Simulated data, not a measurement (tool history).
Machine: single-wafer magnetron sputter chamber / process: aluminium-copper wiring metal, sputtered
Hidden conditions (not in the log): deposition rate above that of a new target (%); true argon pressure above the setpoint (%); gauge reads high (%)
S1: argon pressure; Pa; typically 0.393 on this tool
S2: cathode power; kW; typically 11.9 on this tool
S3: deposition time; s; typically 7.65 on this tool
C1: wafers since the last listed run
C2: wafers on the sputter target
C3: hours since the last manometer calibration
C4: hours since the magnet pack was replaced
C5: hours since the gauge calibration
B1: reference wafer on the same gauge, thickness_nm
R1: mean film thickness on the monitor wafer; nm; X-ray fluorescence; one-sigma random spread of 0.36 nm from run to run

Run 1, hour 0: usual settings; C1 0; C2 20886; C3 1074.4; C4 8445.4; C5 324.5; B1 158.04. Result: R1 161.488 nm.
Run 2, hour 57.9: usual settings but S2 9.8 kW; C1 3432; C2 24318; C3 1132.3; C4 8503.3; C5 382.4; B1 157.941. Result: R1 132.395 nm.
Run 3, hour 145: usual settings but S2 9.8 kW; C1 5162; C2 29481; C3 1219.4; C4 8590.4; C5 469.5; B1 158.071. Result: R1 132.736 nm.
At hour 190.9: sputter target and shields replaced.
Run 4, hour 232.7: usual settings but S2 9.8 kW; C1 4724; C2 2479; C3 1307.1; C4 8678.1; C5 557.2; B1 158.063. Result: R1 135.939 nm.
Run 5, hour 273.9: usual settings; C1 2442; C2 4922; C3 1348.3; C4 8719.3; C5 598.4; B1 157.982. Result: R1 163.494 nm.
Run 6, hour 355.5: usual settings; C1 4836; C2 9758; C3 1429.9; C4 8800.9; C5 680; B1 157.93. Result: R1 163.188 nm.
Run 7, hour 395.3: usual settings; C1 2359; C2 12118; C3 1469.7; C4 8840.7; C5 719.8; B1 158.071. Result: R1 162.952 nm.
Run 8, hour 487.9: usual settings; C1 5488; C2 17606; C3 1562.3; C4 8933.3; C5 812.4; B1 157.908. Result: R1 161.997 nm.
Run 9, hour 559.5: usual settings but S3 6.56 s; C1 4244; C2 21851; C3 1633.9; C4 9004.9; C5 884; B1 157.957. Result: R1 139.569 nm.
At hour 619.6: sputter target and shields replaced.
Run 10, hour 664.5: usual settings but S2 13.65 kW; C1 5749; C2 2661; C3 1738.9; C4 9109.9; C5 989; B1 157.999. Result: R1 189.26 nm.
Run 11, hour 714.3: usual settings but S2 13.35 kW; C1 2951; C2 5613; C3 1788.7; C4 9159.7; C5 1038.8; B1 157.977. Result: R1 184.145 nm.
Run 12, hour 756.6: usual settings but S3 6.67 s; C1 2507; C2 8120; C3 1831; C4 9202; C5 1081.1; B1 157.994. Result: R1 141.827 nm.
Run 13, hour 796.9: usual settings; C1 2388; C2 10509; C3 1871.3; C4 9242.3; C5 1121.4; B1 157.968. Result: R1 163.512 nm.
Run 14, hour 903.5: usual settings; C1 6318; C2 16828; C3 1977.9; C4 9348.9; C5 1228; B1 157.983. Result: R1 162.541 nm.
At hour 990.7: capacitance manometer re-zeroed and calibrated.
Run 15, hour 996.8: usual settings; C1 5056; C2 21884; C3 6.1; C4 9442.2; C5 1321.3; B1 158.001. Result: R1 161.51 nm.
Run 16, hour 1063.8: usual settings; C1 3971; C2 25855; C3 73.1; C4 9509.2; C5 1388.3; B1 158.086. Result: R1 161.222 nm.
At hour 1138.7: sputter target and shields replaced.
Run 17, hour 1162: usual settings but S1 0.336 Pa, S2 13.2 kW; C1 5346; C2 1380; C3 171.3; C4 9607.4; C5 1486.5; B1 158.017. Result: R1 188.52 nm.
Run 18, hour 1221: usual settings; C1 3497; C2 4877; C3 230.3; C4 9666.4; C5 1545.5; B1 157.953. Result: R1 163.499 nm.
Run 19, hour 1299.6: usual settings but S1 0.311 Pa, S2 10 kW, S3 8.18 s; C1 4659; C2 9536; C3 308.9; C4 9745; C5 1624.1; B1 157.999. Result: R1 153.247 nm.
Run 20, hour 1336.5: usual settings but S1 0.535 Pa, S3 8.68 s; C1 2187; C2 11723; C3 345.8; C4 9781.9; C5 1661; B1 158.007. Result: R1 168.226 nm.
Run 21, hour 1387.9: usual settings but S1 0.277 Pa, S2 9.4 kW, S3 6.63 s; C1 3046; C2 14770; C3 397.2; C4 9833.3; C5 1712.4; B1 157.987. Result: R1 118.637 nm.
At hour 1435.8: gauge calibrated.
Run 22, hour 1456.4: usual settings but S2 13.1 kW, S3 8.7 s; C1 4060; C2 18830; C3 465.7; C4 9901.8; C5 20.6; B1 158.028. Result: R1 201.85 nm.
Run 23, hour 1564.3: usual settings but S1 0.251 Pa, S2 14.6 kW, S3 6.49 s; C1 6395; C2 25226; C3 573.6; C4 10009.7; C5 128.5; B1 158.03. Result: R1 183.267 nm.
Run 24, hour 1661.1: usual settings but S2 13.55 kW, S3 8.44 s; C1 5737; C2 30964; C3 670.4; C4 10106.5; C5 225.3; B1 157.976. Result: R1 202.294 nm.
At hour 1702.8: sputter target and shields replaced.
Run 25, hour 1734.1: usual settings but S1 0.461 Pa, S2 10.75 kW, S3 6.89 s; C1 3852; C2 1853; C3 743.4; C4 10179.5; C5 298.3; B1 157.923. Result: R1 128.252 nm.
At hour 1760.4: magnet pack replaced.
Run 26, hour 1838: usual settings but S1 0.273 Pa, S3 6.92 s; C1 5684; C2 7538; C3 847.3; C4 77.6; C5 402.2; B1 157.959. Result: R1 158.759 nm.
Run 27, hour 1962.7: usual settings but S2 14.15 kW, S3 8.04 s; C1 7391; C2 14929; C3 972; C4 202.3; C5 526.9; B1 157.961. Result: R1 202.796 nm.
Run 28, hour 2058.3: usual settings but S3 6.8 s; C1 5666; C2 20596; C3 1067.6; C4 297.9; C5 622.5; B1 158.054. Result: R1 143.204 nm.
Run 29, hour 2146.4: usual settings but S1 0.437 Pa, S2 14.05 kW, S3 6.97 s; C1 5222; C2 25818; C3 1155.7; C4 386; C5 710.6; B1 157.995. Result: R1 169.638 nm.
At hour 2168.8: sputter target and shields replaced.
Run 30, hour 2185.6: usual settings but S2 10.25 kW, S3 6.28 s; C1 1849; C2 993; C3 1194.9; C4 425.2; C5 749.8; B1 157.962. Result: R1 116.6 nm.
Run 31, hour 2239.9: usual settings but S2 13.65 kW; C1 3218; C2 4211; C3 1249.2; C4 479.5; C5 804.1; B1 157.996. Result: R1 187.941 nm.
Run 32, hour 2320.8: usual settings but S1 0.503 Pa, S2 10.65 kW, S3 8.94 s; C1 4795; C2 9007; C3 1330.1; C4 560.4; C5 885; B1 158.01. Result: R1 159.944 nm.
Run 33, hour 2411.3: usual settings; C1 5364; C2 14371; C3 1420.6; C4 650.9; C5 975.5; B1 158.02. Result: R1 163.155 nm.

Hidden state, per run?
gauge reads high (%): 0 across all the runs
H1: deposition rate above that of a new target (%)
H2: true argon pressure above the setpoint (%)
run      H1     H2
  1    -2.3  -2.25
  2   -2.38  -2.35
  3   -2.46   -2.5
  4  -0.557  -2.65
  5  -0.942  -2.72
  6   -1.48  -2.86
  7   -1.66  -2.93
  8   -1.94  -3.08
  9   -2.07  -3.21
 10  -0.559  -3.39
 11   -1.01  -3.47
 12   -1.29  -3.55
 13   -1.51  -3.62
 14   -1.88   -3.8
 15   -2.06  -0.91
 16   -2.13  -1.03
 17  -0.455  -1.19
 18   -1.04   -1.3
 19   -1.56  -1.43
 20   -1.73  -1.49
 21   -1.92  -1.58
 22   -2.09   -1.7
 23   -2.25  -1.89
 24   -2.33  -2.05
 25  -0.656  -2.18
 26   -1.53  -2.36
 27   -2.06  -2.57
 28   -2.27  -2.73
 29   -2.38  -2.89
 30  -0.317  -2.95
 31  -0.886  -3.05
 32   -1.46  -3.19
 33   -1.84  -3.34
